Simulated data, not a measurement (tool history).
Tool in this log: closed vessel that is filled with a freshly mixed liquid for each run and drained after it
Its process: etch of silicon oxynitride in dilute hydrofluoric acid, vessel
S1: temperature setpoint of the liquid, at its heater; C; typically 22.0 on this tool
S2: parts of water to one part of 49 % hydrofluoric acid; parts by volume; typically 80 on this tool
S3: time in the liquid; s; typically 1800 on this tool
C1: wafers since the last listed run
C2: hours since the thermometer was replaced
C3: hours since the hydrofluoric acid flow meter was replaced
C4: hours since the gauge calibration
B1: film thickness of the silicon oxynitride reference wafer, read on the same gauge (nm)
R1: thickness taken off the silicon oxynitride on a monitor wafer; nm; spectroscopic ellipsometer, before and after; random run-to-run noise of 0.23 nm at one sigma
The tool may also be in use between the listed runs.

run	hour	S1	S2	S3	C1	C2	C3	C4	B1	R1
1	0.0	22.0	110	1800	0	1411.7	520.5	132.1	80.00	19.93
2	33.2	22.0	110	1800	1147	1444.9	553.7	165.3	80.00	19.72
3	57.1	22.0	110	1800	826	1468.8	577.6	189.2	80.00	20.09
4	90.7	22.0	105	1800	1161	1502.4	611.2	222.8	80.01	20.59
5	132.1	22.0	105	1800	1430	1543.8	652.6	264.2	80.01	20.53
# hour 145.4: thermometer replaced
6	150.3	20.5	105	1800	594	4.9	670.8	282.4	80.01	18.93
7	179.2	20.5	105	1800	998	33.8	699.7	311.3	80.01	19.01
8	211.3	18.0	50	2535	1109	65.9	731.8	343.4	80.00	51.44
# hour 224.4: gauge calibrated
9	225.8	22.0	80	1800	501	80.4	746.3	1.4	80.00	27.14
# hour 244.1: hydrofluoric acid flow meter replaced
10	258.8	22.0	80	1800	1106	113.4	14.7	34.4	80.01	30.73
11	285.4	26.5	80	2870	919	140.0	41.3	61.0	80.02	60.19
12	319.6	22.0	105	2210	1182	174.2	75.5	95.2	80.00	27.75
13	337.4	18.0	100	1800	615	192.0	93.3	113.0	80.00	19.62
14	368.3	26.5	50	1105	1067	222.9	124.2	143.9	80.00	38.02
15	399.7	24.0	110	1800	1085	254.3	155.6	175.3	79.99	23.36

Branching from run 15: 5 alternative next runs. What would each branch give?
A	400.8	22.0	65	1800	38	255.4	156.7	176.4	?	?
B	400.8	22.0	120	1800	38	255.4	156.7	176.4	?	?
C	400.8	19.5	80	1800	38	255.4	156.7	176.4	?	?
D	400.8	22.0	115	2485	38	255.4	156.7	176.4	?	?
E	400.8	22.0	100	1800	38	255.4	156.7	176.4	?	?

run	B1	R1
A	79.99	37.72
B	79.99	19.56
C	79.99	26.78
D	79.99	28.28
E	79.99	23.84
Had the tool no hidden state, the same runs would have come out as:
run	R1
A	38.69
B	20.08
C	27.47
D	29.04
E	24.47
